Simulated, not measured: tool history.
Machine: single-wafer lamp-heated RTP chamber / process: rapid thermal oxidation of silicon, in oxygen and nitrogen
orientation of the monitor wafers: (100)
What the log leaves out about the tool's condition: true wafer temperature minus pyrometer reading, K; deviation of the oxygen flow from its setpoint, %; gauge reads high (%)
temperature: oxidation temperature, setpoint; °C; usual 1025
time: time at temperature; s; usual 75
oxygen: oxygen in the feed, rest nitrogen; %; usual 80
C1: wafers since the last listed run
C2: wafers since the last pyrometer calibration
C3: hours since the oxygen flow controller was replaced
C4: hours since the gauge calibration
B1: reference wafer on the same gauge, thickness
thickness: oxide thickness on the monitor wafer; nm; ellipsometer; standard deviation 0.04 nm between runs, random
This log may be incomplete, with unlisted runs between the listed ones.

Run 1, day 0.000: usual settings but time 46 s; C1 0; C2 1618; C3 1879.9; C4 1540.7; B1 6.036. Result: thickness 5.671 nm.
Run 2, day 2.462: usual settings but time 46 s; C1 437; C2 2055; C3 1939.0; C4 1599.8; B1 6.019. Result: thickness 5.584 nm.
Run 3, day 5.033: usual settings but time 46 s; C1 456; C2 2511; C3 2000.7; C4 1661.5; B1 6.046. Result: thickness 5.619 nm.
At day 5.808: gauge calibrated.
At day 6.583: pyrometer window cleaned and pyrometer calibrated.
Run 4, day 6.771: usual settings; C1 249; C2 33; C3 2042.4; C4 23.1; B1 6.017. Result: thickness 6.929 nm.
Run 5, day 9.533: usual settings; C1 490; C2 523; C3 2108.7; C4 89.4; B1 6.046. Result: thickness 7.010 nm.
Run 6, day 11.633: usual settings; C1 372; C2 896; C3 2159.1; C4 139.8; B1 6.020. Result: thickness 6.994 nm.
Run 7, day 14.408: usual settings; C1 492; C2 1388; C3 2225.7; C4 206.4; B1 6.040. Result: thickness 7.039 nm.
Run 8, day 16.988: usual settings but temperature 1035 °C; C1 457; C2 1846; C3 2287.6; C4 268.3; B1 6.051. Result: thickness 7.472 nm.
Run 9, day 18.550: usual settings but temperature 1035 °C; C1 277; C2 2123; C3 2325.1; C4 305.8; B1 6.032. Result: thickness 7.533 nm.
Run 10, day 21.088: usual settings but temperature 1035 °C; C1 450; C2 2574; C3 2386.0; C4 366.7; B1 6.027. Result: thickness 7.461 nm.
Run 11, day 22.796: usual settings; C1 303; C2 2877; C3 2427.0; C4 407.7; B1 6.022. Result: thickness 6.914 nm.
At day 24.275: pyrometer window cleaned and pyrometer calibrated.
Run 12, day 25.633: usual settings; C1 444; C2 241; C3 2495.1; C4 475.8; B1 6.041. Result: thickness 6.997 nm.
Run 13, day 26.767: usual settings but temperature 1049 °C; C1 201; C2 442; C3 2522.3; C4 503.0; B1 6.032. Result: thickness 8.293 nm.
Run 14, day 28.133: usual settings; C1 242; C2 684; C3 2555.1; C4 535.8; B1 6.032. Result: thickness 7.091 nm.
At day 29.712: oxygen flow controller replaced.
Run 15, day 29.758: usual settings; C1 229; C2 914; C3 1.1; C4 574.8; B1 6.036. Result: thickness 7.060 nm.
Run 16, day 31.533: usual settings but time 63 s; C1 315; C2 1229; C3 43.7; C4 617.4; B1 6.024. Result: thickness 6.508 nm.
Run 17, day 33.733: usual settings but time 63 s; C1 390; C2 1619; C3 96.5; C4 670.2; B1 6.063. Result: thickness 6.510 nm.
Run 18, day 36.304: usual settings; C1 456; C2 2076; C3 158.2; C4 731.9; B1 6.044. Result: thickness 7.018 nm.
Run 19, day 38.842: usual settings but temperature 1008 °C, time 39 s, oxygen 88 %; C1 450; C2 2526; C3 219.1; C4 792.8; B1 6.049. Result: thickness 4.818 nm.
Run 20, day 40.488: usual settings but temperature 1036 °C, oxygen 67 %; C1 292; C2 2818; C3 258.6; C4 832.3; B1 6.053. Result: thickness 7.089 nm.
Run 21, day 43.483: usual settings; C1 531; C2 3350; C3 330.5; C4 904.2; B1 6.030. Result: thickness 6.984 nm.
At day 45.308: pyrometer window cleaned and pyrometer calibrated.
Run 22, day 51.600: usual settings but temperature 1004 °C, time 62 s, oxygen 69 %; C1 1381; C2 1116; C3 525.3; C4 1099.0; B1 6.035. Result: thickness 5.278 nm.
Run 23, day 54.371: usual settings but time 59 s; C1 491; C2 1608; C3 591.8; C4 1165.5; B1 6.043. Result: thickness 6.295 nm.
Run 24, day 55.762: usual settings but temperature 1046 °C, oxygen 56 %; C1 247; C2 1855; C3 625.2; C4 1198.9; B1 6.048. Result: thickness 7.201 nm.
Run 25, day 57.208: usual settings; C1 256; C2 2112; C3 659.9; C4 1233.6; B1 6.020. Result: thickness 7.017 nm.
Run 26, day 58.454: usual settings; C1 221; C2 2333; C3 689.8; C4 1263.5; B1 6.030. Result: thickness 6.949 nm.
Run 27, day 60.200: usual settings but temperature 1014 °C, time 65 s, oxygen 63 %; C1 309; C2 2643; C3 731.7; C4 1305.4; B1 6.039. Result: thickness 5.613 nm.
At day 62.612: pyrometer window cleaned and pyrometer calibrated.
Run 28, day 62.633: usual settings but time 111 s; C1 372; C2 3; C3 790.1; C4 1363.8; B1 6.040. Result: thickness 8.349 nm.
At day 69.558: gauge calibrated.
Run 29, day 71.088: usual settings; C1 1500; C2 1504; C3 993.0; C4 36.7; B1 6.035. Result: thickness 6.999 nm.
Run 30, day 73.417: usual settings but oxygen 98 %; C1 413; C2 1917; C3 1048.9; C4 92.6; B1 6.045. Result: thickness 7.482 nm.
Run 31, day 75.504: usual settings but oxygen 94 %; C1 370; C2 2288; C3 1099.0; C4 142.7; B1 6.045. Result: thickness 7.488 nm.
Run 32, day 77.079: usual settings but temperature 995 °C, time 64 s; C1 279; C2 2568; C3 1136.8; C4 180.5; B1 6.046. Result: thickness 5.244 nm.
Run 33, day 78.296: usual settings but time 109 s; C1 215; C2 2784; C3 1166.0; C4 209.7; B1 6.027. Result: thickness 8.302 nm.
Run 34, day 79.821: usual settings but temperature 997 °C, time 102 s; C1 270; C2 3054; C3 1202.6; C4 246.3; B1 6.044. Result: thickness 6.595 nm.
At day 81.175: pyrometer window cleaned and pyrometer calibrated.
Run 35, day 81.196: usual settings but temperature 1052 °C, oxygen 54 %; C1 184; C2 4; C3 1235.6; C4 279.3; B1 6.034. Result: thickness 7.331 nm.
Run 36, day 83.342: usual settings but time 105 s, oxygen 96 %; C1 380; C2 384; C3 1287.1; C4 330.8; B1 6.045. Result: thickness 8.741 nm.
Run 37, day 91.821: usual settings but time 87 s, oxygen 53 %; C1 1505; C2 1890; C3 1490.6; C4 534.3; B1 6.033. Result: thickness 6.419 nm.

What if the next run were any one of these 4? Each begins from the tool's condition after run 37:
Run A, day 91.842: usual settings but time 90 s; C1 3; C2 1893; C3 1491.1; C4 534.8; B1 ?. Result: thickness ?.
Run B, day 91.842: usual settings but temperature 1006 °C; C1 3; C2 1893; C3 1491.1; C4 534.8; B1 ?. Result: thickness ?.
Run C, day 91.842: usual settings but time 58 s; C1 3; C2 1893; C3 1491.1; C4 534.8; B1 ?. Result: thickness ?.
Run D, day 91.842: usual settings but time 108 s; C1 3; C2 1893; C3 1491.1; C4 534.8; B1 ?. Result: thickness ?.

run     B1  thickness
  A  6.037      7.640
  B  6.037      6.139
  C  6.037      6.279
  D  6.037      8.300
Take away the tool's hidden state, keep each run's random variation, and the runs would have read:
run  thickness
  A      7.640
  B      6.139
  C      6.279
  D      8.300

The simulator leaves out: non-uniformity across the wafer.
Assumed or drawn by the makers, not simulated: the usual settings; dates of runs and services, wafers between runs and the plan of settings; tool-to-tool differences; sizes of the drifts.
